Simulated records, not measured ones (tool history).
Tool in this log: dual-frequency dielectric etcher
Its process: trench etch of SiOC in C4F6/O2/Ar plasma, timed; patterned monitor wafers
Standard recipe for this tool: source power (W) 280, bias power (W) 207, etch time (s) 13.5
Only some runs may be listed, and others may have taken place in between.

run   hour  source power (W)  bias power (W)  etch time (s)  read-back reference wafer on the same gauge, depth_nm  mean etch depth across the wafer (nm)
  1      0               280             207             11                                                  21.92                                  19.45
  2   41.3               280             207             11                                                  21.93                                  19.45
  3   96.8               280             207           13.5                                                  21.92                                  23.49
     160.9  -- wet clean of the chamber
  4  268.7               280             207           13.5                                                   21.9                                  24.76
  5  306.4               280             207           13.5                                                   21.9                                  24.43
     398.1  -- gauge calibrated
  6  494.3               280             207           13.5                                                  21.91                                  23.85
  7    521               280             207           13.5                                                  21.92                                  23.79
     588.5  -- wet clean of the chamber
     596.9  -- upper electrode replaced
  8  597.4               280             207           13.5                                                   21.9                                  24.78
     612.5  -- bias power generator calibrated
  9  614.4               280             207           14.5                                                  21.91                                  26.99
 10  654.1               280             207           14.5                                                   21.9                                  26.48
 11  695.4               280             207             16                                                  21.92                                  29.01
 12  731.1               250             174           13.5                                                  21.89                                   22.3
 13  776.8               210             247             11                                                  21.92                                  18.14

Estimate the outcome of run 14 from the log above:
 14  801.6               260             207           13.5                                                      ?                                      ?

read-back reference wafer on the same gauge, depth_nm: 21.89
mean etch depth across the wafer (nm): 23.45
With the hidden condition absent and the run-to-run variation left alone, this run would have shown mean etch depth across the wafer (nm) 24.15.
